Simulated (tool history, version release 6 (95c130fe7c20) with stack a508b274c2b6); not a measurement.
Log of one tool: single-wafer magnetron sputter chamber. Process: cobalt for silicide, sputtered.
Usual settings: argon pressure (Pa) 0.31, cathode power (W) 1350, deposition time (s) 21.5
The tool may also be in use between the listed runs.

run    hour  argon pressure (Pa)  cathode power (W)  deposition time (s)  wafers since the last listed run  wafers on the sputter target  hours since the last manometer calibration  hours since the magnet pack was replaced  hours since the gauge calibration  read-back reference wafer on the same gauge, thickness_nm  mean film thickness on the monitor wafer (angstrom)
  1       0                 0.31               1350                 20.3                                 0                          5486                                       859.2                                    8482.2                              661.5                                                     17.793                                               138.62
  2    39.6                 0.31               1350                 21.5                               584                          6070                                       898.8                                    8521.8                              701.1                                                     17.798                                               147.13
       98.1  -- magnet pack replaced
  3    98.6                 0.31               1350                 19.1                               752                          6823                                       957.8                                       0.5                              760.1                                                     17.793                                               131.02
  4   124.8                 0.31               1350                 19.1                               386                          7209                                         984                                      26.7                              786.3                                                     17.799                                               131.73
      162.8  -- sputter target and shields replaced
  5   163.1                 0.31               1350                 20.1                               447                             4                                      1022.3                                        65                              824.6                                                     17.793                                               142.38
  6   197.9                0.348               1350                 21.5                               513                           518                                      1057.1                                      99.8                              859.4                                                     17.808                                               150.53
  7   246.6                0.371               1350                 21.5                               718                          1236                                      1105.8                                     148.5                              908.1                                                     17.797                                               147.29
  8   282.5                0.227               1350                 18.4                               529                          1766                                      1141.7                                     184.4                                944                                                     17.791                                               131.68
  9   343.1                0.227               1350                 18.4                               894                          2660                                      1202.3                                       245                             1004.6                                                     17.795                                               131.04
 10   368.9                0.275               1350                 21.5                               380                          3041                                      1228.1                                     270.8                             1030.4                                                     17.814                                                150.3
 11   431.6                0.275               1350                 21.5                               925                          3966                                      1290.8                                     333.5                             1093.1                                                     17.801                                               149.26
 12   501.2                 0.31               1350                 21.5                              1026                          4993                                      1360.4                                     403.1                             1162.7                                                     17.797                                               146.81
 13   566.5                 0.31               1350                   18                               963                          5957                                      1425.7                                     468.4                               1228                                                       17.8                                               123.18
 14   607.2                0.262               1450                 21.5                               600                          6557                                      1466.4                                     509.1                             1268.7                                                     17.797                                               161.34
      623.8  -- sputter target and shields replaced
 15   649.2                 0.31               1100                 21.5                               501                           375                                      1508.4                                     551.1                             1310.7                                                     17.796                                               123.72
 16   713.3                0.207               1700                   24                               945                          1321                                      1572.5                                     615.2                             1374.8                                                     17.795                                               219.56
 17     778                0.206               1500                 19.6                               954                          2275                                      1637.2                                     679.9                             1439.5                                                     17.801                                                157.2
      966.2  -- gauge calibrated
 18   970.5                0.193               1150                 25.1                              2840                          5116                                      1829.7                                     872.4                                4.3                                                     17.796                                               153.78
 19  1000.6                 0.31               1350                 21.5                               444                          5560                                      1859.8                                     902.5                               34.4                                                     17.818                                               148.38
 20  1056.2                0.405               1500                 24.1                               820                          6380                                      1915.4                                     958.1                                 90                                                      17.81                                               176.92
 21  1082.3                0.237               1500                 18.4                               385                          6765                                      1941.5                                     984.2                              116.1                                                     17.795                                               143.33
 22  1151.7                0.419               1350                 25.6                              1024                          7789                                      2010.9                                    1053.6                              185.5                                                     17.819                                               169.38
     1214.7  -- sputter target and shields replaced
     1260.9  -- capacitance manometer re-zeroed and calibrated
 23  1264.6                0.209               1500                 21.5                              1429                           617                                         3.7                                    1166.5                              298.4                                                       17.8                                               172.72
 24  1332.8                 0.31               1350                 21.5                              1006                          1624                                        71.9                                    1234.7                              366.6                                                     17.789                                               147.68
 25  1389.2                 0.31               1350                 21.5                               832                          2456                                       128.3                                    1291.1                                423                                                      17.79                                               147.07
 26  1429.1                0.215               1200                 17.8                               588                          3045                                       168.2                                      1331                              462.9                                                     17.807                                               112.17
 27  1465.6                0.403               1600                 22.9                               538                          3583                                       204.7                                    1367.5                              499.4                                                     17.812                                               180.73
 28  1503.9                 0.31               1350                 21.5                               565                          4148                                         243                                    1405.8                              537.7                                                     17.793                                               146.61
 29  1531.7                0.408               1350                 21.5                               410                          4558                                       270.8                                    1433.6                              565.5                                                     17.792                                               141.89
 30  1584.1                0.255               1200                 25.3                               773                          5332                                       323.2                                      1486                              617.9                                                       17.8                                               156.72
 31  1626.3                 0.38               1350                 21.5                               622                          5954                                       365.4                                    1528.2                              660.1                                                     17.798                                               143.24
 32  1693.7                 0.31               1550                 21.5                               994                          6949                                       432.8                                    1595.6                              727.5                                                     17.809                                               168.16
 33  1726.5                0.197               1050                 23.5                               483                          7433                                       465.6                                    1628.4                              760.3                                                     17.788                                               130.32
 34  1788.6                0.399               1150                 21.5                               916                          8349                                       527.7                                    1690.5                              822.4                                                     17.801                                               120.49
       1800  -- sputter target and shields replaced
 35  1841.3                0.404               1500                   20                               659                           610                                       580.4                                    1743.2                              875.1                                                     17.798                                               152.37

Forecast each of these 4 alternatives for the next run:
  A  1841.7                 0.31               1350                 25.3                                 5                           616                                       580.8                                    1743.6                              875.5                                                          ?                                                    ?
  B  1841.7                 0.31               1250                 21.5                                 5                           616                                       580.8                                    1743.6                              875.5                                                          ?                                                    ?
  C  1841.7                0.434               1150                 24.9                                 5                           616                                       580.8                                    1743.6                              875.5                                                          ?                                                    ?
  D  1841.7                 0.31               1000                 19.4                                 5                           616                                       580.8                                    1743.6                              875.5                                                          ?                                                    ?

run  read-back reference wafer on the same gauge, thickness_nm  mean film thickness on the monitor wafer (angstrom)
  A                                                     17.801                                               179.91
  B                                                     17.801                                               141.56
  C                                                     17.801                                               144.68
  D                                                     17.801                                               102.19
Without the tool's hidden state the same runs would have given:
run  mean film thickness on the monitor wafer (angstrom)
  A                                               179.03
  B                                               140.87
  C                                               142.84
  D                                               101.69
